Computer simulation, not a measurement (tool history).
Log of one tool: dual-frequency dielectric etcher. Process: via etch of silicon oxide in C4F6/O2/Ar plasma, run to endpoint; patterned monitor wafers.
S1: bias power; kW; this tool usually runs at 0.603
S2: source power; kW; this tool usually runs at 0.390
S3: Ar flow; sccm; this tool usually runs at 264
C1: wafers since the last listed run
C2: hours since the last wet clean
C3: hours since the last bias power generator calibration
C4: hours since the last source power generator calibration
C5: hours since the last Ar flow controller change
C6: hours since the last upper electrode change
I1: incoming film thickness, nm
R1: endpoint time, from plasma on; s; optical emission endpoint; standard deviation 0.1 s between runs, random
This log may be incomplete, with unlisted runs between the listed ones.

| run | hour | S1 | S2 | S3 | C1 | C2 | C3 | C4 | C5 | C6 | I1 | R1 |
|---|---|---|---|---|---|---|---|---|---|---|---|---|
| 1 | 0.0 | 0.703 | 0.390 | 264 | 0 | 229.6 | 2246.2 | 1739.5 | 5427.9 | 3370.8 | 169.2 | 33.3 |
| 2 | 97.5 | 0.703 | 0.390 | 264 | 1410 | 327.1 | 2343.7 | 1837.0 | 5525.4 | 3468.3 | 170.6 | 34.0 |
|  | 165.6 | wet clean of the chamber |
| 3 | 199.1 | 0.703 | 0.390 | 264 | 1122 | 33.5 | 2445.3 | 1938.6 | 5627.0 | 3569.9 | 169.2 | 32.9 |
| 4 | 292.4 | 0.482 | 0.390 | 247 | 1350 | 126.8 | 2538.6 | 2031.9 | 5720.3 | 3663.2 | 169.0 | 35.9 |
| 5 | 387.6 | 0.603 | 0.390 | 264 | 1377 | 222.0 | 2633.8 | 2127.1 | 5815.5 | 3758.4 | 168.8 | 34.7 |
| 6 | 470.9 | 0.603 | 0.390 | 264 | 1205 | 305.3 | 2717.1 | 2210.4 | 5898.8 | 3841.7 | 168.9 | 35.0 |
|  | 533.4 | wet clean of the chamber |
|  | 589.5 | upper electrode replaced |
| 7 | 590.0 | 0.603 | 0.390 | 264 | 1028 | 56.6 | 2836.2 | 2329.5 | 6017.9 | 0.5 | 169.0 | 34.5 |
| 8 | 618.0 | 0.603 | 0.390 | 264 | 405 | 84.6 | 2864.2 | 2357.5 | 6045.9 | 28.5 | 171.1 | 35.1 |
|  | 640.9 | bias power generator calibrated |
|  | 646.3 | Ar flow controller replaced |
| 9 | 711.5 | 0.690 | 0.390 | 218 | 1216 | 178.1 | 70.6 | 2451.0 | 65.2 | 122.0 | 168.7 | 32.7 |
|  | 727.4 | source power generator calibrated |
| 10 | 817.6 | 0.603 | 0.390 | 316 | 1477 | 284.2 | 176.7 | 90.2 | 171.3 | 228.1 | 167.7 | 35.2 |
|  | 920.8 | wet clean of the chamber |
| 11 | 921.3 | 0.731 | 0.340 | 230 | 1153 | 0.5 | 280.4 | 193.9 | 275.0 | 331.8 | 170.6 | 33.9 |
| 12 | 1019.1 | 0.603 | 0.390 | 264 | 1415 | 98.3 | 378.2 | 291.7 | 372.8 | 429.6 | 171.1 | 34.5 |
| 13 | 1111.1 | 0.689 | 0.460 | 282 | 1331 | 190.3 | 470.2 | 383.7 | 464.8 | 521.6 | 171.2 | 31.8 |
| 14 | 1203.6 | 0.712 | 0.390 | 300 | 1338 | 282.8 | 562.7 | 476.2 | 557.3 | 614.1 | 170.0 | 34.1 |
|  | 1252.5 | wet clean of the chamber |
| 15 | 1287.0 | 0.603 | 0.440 | 264 | 859 | 34.5 | 646.1 | 559.6 | 640.7 | 697.5 | 170.4 | 32.9 |
| 16 | 1357.5 | 0.603 | 0.290 | 264 | 1020 | 105.0 | 716.6 | 630.1 | 711.2 | 768.0 | 169.5 | 39.1 |

List, for all runs, the conditions of the tool that the log does not record:
bias power that arrives over what is set, %: 0, the same for each run
Ar flow that arrives over what is set, %: 0, the same for each run
H1: etch rate over this chamber's usual, %
H2: source power that arrives over what is set, %
| run | H1 | H2 |
|---|---|---|
| 1 | -1.72 | -4.04 |
| 2 | -2.55 | -4.11 |
| 3 | -0.047 | -4.18 |
| 4 | -0.843 | -4.23 |
| 5 | -1.66 | -4.28 |
| 6 | -2.37 | -4.32 |
| 7 | -0.623 | -4.37 |
| 8 | -0.862 | -4.38 |
| 9 | -1.66 | -4.42 |
| 10 | -2.57 | -1.08 |
| 11 | -0.027 | -1.63 |
| 12 | -0.862 | -2.09 |
| 13 | -1.65 | -2.48 |
| 14 | -2.44 | -2.83 |
| 15 | -0.669 | -3.11 |
| 16 | -1.27 | -3.33 |

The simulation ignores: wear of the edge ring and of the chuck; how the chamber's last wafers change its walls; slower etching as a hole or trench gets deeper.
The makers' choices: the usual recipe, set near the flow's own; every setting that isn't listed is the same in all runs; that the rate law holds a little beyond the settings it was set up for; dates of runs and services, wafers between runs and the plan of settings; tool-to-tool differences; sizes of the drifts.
